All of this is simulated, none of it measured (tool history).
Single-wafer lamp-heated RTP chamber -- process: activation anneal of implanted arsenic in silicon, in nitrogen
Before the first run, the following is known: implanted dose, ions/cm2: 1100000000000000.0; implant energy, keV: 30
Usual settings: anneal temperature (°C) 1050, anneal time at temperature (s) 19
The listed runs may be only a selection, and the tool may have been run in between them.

run   hour  anneal temperature (°C)  anneal time at temperature (s)  wafers since the last listed run  wafers since the last pyrometer calibration  wafers since the reflector plate was cleaned  hours since the gauge calibration  read-back reference wafer on the same gauge, sheet resistance  sheet resistance of the implanted and annealed layer (ohm/square)
  1    0.0                     1050                              19                                 0                                          850                                          1709                              511.7                                                         104.97                                                             105.66
  2   21.7                     1050                              19                               306                                         1156                                          2015                              533.4                                                         105.02                                                             104.98
  3   34.1                     1050                              19                               175                                         1332                                          2191                              545.8                                                         104.95                                                             105.51
  4   51.0                     1050                              19                               238                                         1571                                          2430                              562.7                                                         104.99                                                             104.96
  5   64.3                     1050                              19                               188                                         1759                                          2618                              576.0                                                         105.00                                                             104.81
      77.5  -- reflector plate cleaned
  6   97.2                     1050                              19                               351                                         2111                                           278                              608.9                                                         104.98                                                             105.85
  7  119.2                     1050                              19                               310                                         2422                                           589                              630.9                                                         104.96                                                             104.92
  8  211.8                     1029                              19                              1309                                         3731                                          1898                              723.5                                                         104.95                                                             107.23
  9  245.4                     1029                              19                               474                                         4206                                          2373                              757.1                                                         104.95                                                             107.08
 10  268.0                     1050                              16                               319                                         4525                                          2692                              779.7                                                         104.96                                                             105.59
 11  295.3                     1050                              16                               385                                         4911                                          3078                              807.0                                                         105.07                                                             105.59
     305.5  -- reflector plate cleaned
 12  320.2                     1050                              16                               238                                         5150                                           207                              831.9                                                         104.93                                                             106.12
     320.5  -- gauge calibrated
 13  348.9                     1066                              19                               405                                         5556                                           613                               28.4                                                         104.95                                                             102.55
 14  364.9                     1066                              19                               226                                         5782                                           839                               44.4                                                         105.10                                                             102.70
 15  381.7                     1066                              19                               237                                         6019                                          1076                               61.2                                                         104.97                                                             102.41
 16  396.2                     1027                               9                               204                                         6224                                          1281                               75.7                                                         105.11                                                             111.54
 17  416.1                     1050                              30                               281                                         6506                                          1563                               95.6                                                         105.10                                                             101.42
 18  440.8                     1064                              25                               349                                         6855                                          1912                              120.3                                                         104.95                                                             100.42
     455.6  -- pyrometer window cleaned and pyrometer calibrated
 19  470.0                     1028                              24                               299                                          203                                          2212                              149.5                                                         105.03                                                             107.28
 20  494.5                     1021                              19                               346                                          550                                          2558                              174.0                                                         104.98                                                             109.03
     520.2  -- reflector plate cleaned
 21  520.6                     1050                              19                               255                                          806                                             6                              200.1                                                         104.98                                                             106.39
 22  544.4                     1050                              19                               336                                         1142                                           342                              223.9                                                         104.96                                                             105.91
 23  569.8                     1050                              19                               359                                         1501                                           701                              249.3                                                         105.09                                                             105.06
 24  597.1                     1050                              13                               385                                         1887                                          1087                              276.6                                                         104.94                                                             107.12
 25  623.4                     1050                              19                               371                                         2259                                          1459                              302.9                                                         104.98                                                             104.51
 26  658.1                     1073                              12                               490                                         2749                                          1949                              337.6                                                         105.08                                                             104.43
 27  672.5                     1050                              19                               203                                         2953                                          2153                              352.0                                                         105.06                                                             104.68
 28  706.7                     1050                              11                               483                                         3436                                          2636                              386.2                                                         105.01                                                             107.81
 29  720.5                     1065                              19                               195                                         3631                                          2832                              400.0                                                         105.01                                                             102.10
 30  745.6                     1034                              19                               354                                         3986                                          3186                              425.1                                                         104.98                                                             106.30
     772.4  -- reflector plate cleaned
 31  779.4                     1021                              15                               364                                         4351                                            99                              458.9                                                         105.07                                                             110.17
 32  815.3                     1032                              23                               507                                         4858                                           606                              494.8                                                         105.07                                                             106.49
 33  841.0                     1031                              25                               363                                         5222                                           969                              520.5                                                         104.88                                                             105.51
 34  859.6                     1070                              19                               262                                         5485                                          1232                              539.1                                                         104.93                                                             101.16
 35  894.7                     1068                              24                               496                                         5981                                          1728                              574.2                                                         105.05                                                              99.78
 36  929.7                     1050                              19                               494                                         6476                                          2223                              609.2                                                         104.97                                                             103.63

Pick out some run-to-run changes in sheet resistance of the implanted and annealed layer (ohm/square). Of each, how much would a tool without hidden state show as well, from the settings, what came in and chance, and how much is left for the hidden state and any gauge scatter not in both results compared?
The hidden state here: true wafer temperature minus pyrometer reading, K; wafer temperature error from the tarnished reflector plate, K; gauge reads high (%).
Run 11 -> 12: reflector plate cleaned. sheet resistance of the implanted and annealed layer (ohm/square) +0.53: hidden state +0.85, all else -0.32.
Run 15 -> 16: anneal temperature (°C) 1066 -> 1027, anneal time at temperature (s) 19 -> 9. sheet resistance of the implanted and annealed layer (ohm/square) +9.13: hidden state +0.39, all else +8.74.
Run 16 -> 17: anneal temperature (°C) 1027 -> 1050, anneal time at temperature (s) 9 -> 30. sheet resistance of the implanted and annealed layer (ohm/square) -10.12: hidden state -0.71, all else -9.41.
Run 18 -> 19: anneal temperature (°C) 1064 -> 1028, anneal time at temperature (s) 25 -> 24, pyrometer window cleaned and pyrometer calibrated. sheet resistance of the implanted and annealed layer (ohm/square) +6.86: hidden state +1.63, all else +5.23.
Run 30 -> 31: anneal temperature (°C) 1034 -> 1021, anneal time at temperature (s) 19 -> 15, reflector plate cleaned. sheet resistance of the implanted and annealed layer (ohm/square) +3.87: hidden state +1.13, all else +2.74.

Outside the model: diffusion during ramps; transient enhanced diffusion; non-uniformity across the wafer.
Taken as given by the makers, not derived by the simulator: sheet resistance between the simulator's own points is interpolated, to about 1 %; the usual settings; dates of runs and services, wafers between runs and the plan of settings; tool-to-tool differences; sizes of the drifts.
